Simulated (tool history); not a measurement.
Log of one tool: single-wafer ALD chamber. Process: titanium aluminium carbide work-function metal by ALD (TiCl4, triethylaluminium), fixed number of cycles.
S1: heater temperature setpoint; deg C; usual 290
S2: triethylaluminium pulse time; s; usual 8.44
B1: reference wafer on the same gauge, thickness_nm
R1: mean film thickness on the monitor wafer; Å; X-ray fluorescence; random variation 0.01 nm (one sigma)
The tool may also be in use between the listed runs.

Run 1, day 0: usual settings; B1 1.772. Result: R1 18.39 Å.
Run 2, day 1.304: usual settings; B1 1.767. Result: R1 18.44 Å.
Run 3, day 3.525: usual settings; B1 1.769. Result: R1 18.37 Å.
Run 4, day 4.921: usual settings; B1 1.77. Result: R1 18.28 Å.
Run 5, day 6.292: usual settings; B1 1.766. Result: R1 18.33 Å.
Run 6, day 8.642: usual settings but S2 9.9 s; B1 1.771. Result: R1 18.74 Å.
Run 7, day 10.292: usual settings but S2 9.9 s; B1 1.769. Result: R1 18.6 Å.
Run 8, day 12.788: usual settings but S2 9.9 s; B1 1.77. Result: R1 18.81 Å.
Run 9, day 14.421: usual settings but S2 10.6 s; B1 1.767. Result: R1 18.98 Å.
Run 10, day 16.817: usual settings but S2 10.6 s; B1 1.77. Result: R1 18.73 Å.
Run 11, day 19.662: usual settings; B1 1.767. Result: R1 18.24 Å.
Run 12, day 21.879: usual settings; B1 1.77. Result: R1 18.38 Å.
Run 13, day 23.933: usual settings but S2 9.26 s; B1 1.77. Result: R1 18.61 Å.
Run 14, day 25.392: usual settings but S1 285 deg C, S2 10.25 s; B1 1.771. Result: R1 18.45 Å.
Run 15, day 28.217: usual settings but S1 297 deg C; B1 1.769. Result: R1 18.86 Å.
Run 16, day 29.912: usual settings but S1 296 deg C, S2 5.25 s; B1 1.768. Result: R1 16.47 Å.
Run 17, day 31.671: usual settings but S1 298 deg C, S2 10.87 s; B1 1.77. Result: R1 19.51 Å.
Run 18, day 33.925: usual settings; B1 1.77. Result: R1 18.26 Å.
Run 19, day 35.562: usual settings; B1 1.771. Result: R1 18.43 Å.
Run 20, day 37.012: usual settings but S1 284 deg C, S2 6.34 s; B1 1.766. Result: R1 16.72 Å.
Run 21, day 38.567: usual settings but S2 6.52 s; B1 1.769. Result: R1 17.29 Å.
Run 22, day 40.392: usual settings but S1 278 deg C, S2 10.1 s; B1 1.766. Result: R1 17.9 Å.
Run 23, day 46.175: usual settings but S1 304 deg C, S2 5.4 s; B1 1.769. Result: R1 17.13 Å.
Run 24, day 48.8: usual settings but S1 282 deg C, S2 10.09 s; B1 1.767. Result: R1 18.17 Å.
Run 25, day 51.242: usual settings but S1 276 deg C, S2 9.52 s; B1 1.768. Result: R1 17.57 Å.
Run 26, day 53.046: usual settings; B1 1.768. Result: R1 18.29 Å.
Run 27, day 54.562: usual settings but S1 277 deg C, S2 5.73 s; B1 1.773. Result: R1 15.81 Å.
Run 28, day 56.971: usual settings but S1 299 deg C, S2 10.27 s; B1 1.772. Result: R1 19.5 Å.
Run 29, day 61.354: usual settings but S1 282 deg C, S2 10.08 s; B1 1.77. Result: R1 18.26 Å.
Run 30, day 62.492: usual settings; B1 1.766. Result: R1 18.37 Å.
Run 31, day 65.017: usual settings but S1 280 deg C, S2 10.57 s; B1 1.772. Result: R1 18.22 Å.
Run 32, day 69.408: usual settings but S2 10.6 s; B1 1.772. Result: R1 18.68 Å.
Run 33, day 71.796: usual settings but S1 276 deg C, S2 9.93 s; B1 1.768. Result: R1 17.8 Å.

Taken out of this log: 5 entries between the listed runs. Where each belongs, and how the hidden state differs across it:
Between runs 7 and 8: showerhead replaced (day 12.671)
  no hidden state differs between the two runs
Between runs 12 and 13: triethylaluminium bottle replaced (day 23.192)
  no hidden state differs between the two runs
Between runs 13 and 14: thermocouple changed; heater temperature recalibrated (day 24.288)
  no hidden state differs between the two runs
Between runs 21 and 22: gauge calibrated (day 39.725)
  no hidden state differs between the two runs
Between runs 32 and 33: thermocouple changed; heater temperature recalibrated (day 71.775)
  no hidden state differs between the two runs
